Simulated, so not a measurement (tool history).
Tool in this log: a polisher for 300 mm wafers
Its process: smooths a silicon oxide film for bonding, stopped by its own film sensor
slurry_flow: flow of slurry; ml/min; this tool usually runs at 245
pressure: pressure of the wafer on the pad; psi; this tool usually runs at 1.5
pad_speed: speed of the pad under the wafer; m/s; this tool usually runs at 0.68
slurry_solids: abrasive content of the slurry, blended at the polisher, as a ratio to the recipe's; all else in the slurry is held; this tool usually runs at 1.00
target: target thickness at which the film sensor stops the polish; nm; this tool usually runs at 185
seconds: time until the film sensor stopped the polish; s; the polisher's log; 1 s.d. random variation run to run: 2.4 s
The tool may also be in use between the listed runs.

run,hour,slurry_flow,pressure,pad_speed,slurry_solids,target,"incoming thickness of the incoming film, nm",seconds
1,0.0,245,1.5,0.68,1.00,185,238.5,116.4
2,68.1,245,1.5,0.68,1.00,185,239.2,117.3
3,165.7,245,1.5,0.68,1.00,185,240.1,121.9
# hour 308.8: worn pad replaced by a new one
4,358.5,245,1.5,0.68,0.95,185,235.3,116.5
# hour 389.8: slurry blender recalibrated
5,407.7,245,1.5,0.68,0.95,185,242.0,123.4
6,479.2,245,1.5,0.68,0.95,185,240.8,126.5
7,526.4,245,1.5,0.68,1.00,185,241.0,122.6
8,604.1,245,1.5,0.68,1.00,185,239.6,121.2
# hour 609.0: slurry nozzle cleaned
9,647.8,245,1.5,0.68,1.00,185,240.6,118.5
10,698.3,245,1.5,0.68,1.20,185,241.0,111.1
11,799.6,245,1.5,0.68,1.20,185,239.2,106.3
12,856.8,315,1.7,0.80,1.00,169,241.5,119.7
# hour 914.3: worn pad replaced by a new one
13,944.3,245,1.5,0.68,1.00,185,244.0,128.0
# hour 992.4: slurry blender recalibrated
14,1051.1,245,1.5,0.68,1.00,200,240.1,87.9
15,1101.7,245,1.8,0.68,1.00,185,242.1,102.0
16,1207.5,170,1.3,0.68,1.00,185,242.2,145.7
17,1277.7,245,1.5,0.68,1.00,185,239.9,121.0
# hour 1290.5: slurry nozzle cleaned
# hour 1319.4: head pressure recalibrated
18,1338.2,245,1.5,0.68,1.00,185,240.1,132.2
19,1401.3,175,1.5,0.68,0.75,197,239.4,120.1
20,1451.9,245,1.5,0.68,1.00,185,238.6,122.8
21,1508.1,290,1.5,0.68,0.90,194,243.0,118.1
# hour 1553.6: worn pad replaced by a new one
22,1606.9,245,1.6,0.84,1.10,185,235.6,88.0
# hour 1641.8: slurry blender recalibrated
23,1644.5,245,1.5,0.68,0.90,192,239.4,113.5
24,1730.9,245,1.5,0.68,1.00,166,240.5,168.7
25,1838.8,245,1.1,0.88,0.80,172,237.9,178.5
26,1921.2,245,2.0,0.68,0.75,172,238.5,131.8
27,1999.4,245,1.5,0.68,1.00,185,239.9,122.1
# hour 2064.3: slurry nozzle cleaned
28,2065.6,245,1.5,0.68,1.00,185,241.3,120.4
# hour 2073.2: worn pad replaced by a new one
29,2160.8,220,1.5,0.90,1.00,185,234.8,89.5
30,2203.0,315,2.0,0.68,1.30,199,239.4,59.1
# hour 2223.5: slurry blender recalibrated
31,2288.7,245,1.5,0.68,0.95,185,241.9,127.2

The same runs without the tool's hidden state, with the same run-to-run variation:
Hidden state at play: removal rate lost through wear of the pad, %; slurry flow missing at the pad, %; deviation of the head's pressure from its setpoint, %; abrasive missing from the slurry, %.
run,seconds
1,121.3
2,123.3
3,129.5
4,125.7
5,133.6
6,137.5
7,133.6
8,132.4
9,129.7
10,121.8
11,116.9
12,131.8
13,141.3
14,97.1
15,112.8
16,161.4
17,134.2
18,130.7
19,120.4
20,124.3
21,120.6
22,91.1
23,118.1
24,177.1
25,189.2
26,140.5
27,130.7
28,129.4
29,96.6
30,63.8
31,137.9

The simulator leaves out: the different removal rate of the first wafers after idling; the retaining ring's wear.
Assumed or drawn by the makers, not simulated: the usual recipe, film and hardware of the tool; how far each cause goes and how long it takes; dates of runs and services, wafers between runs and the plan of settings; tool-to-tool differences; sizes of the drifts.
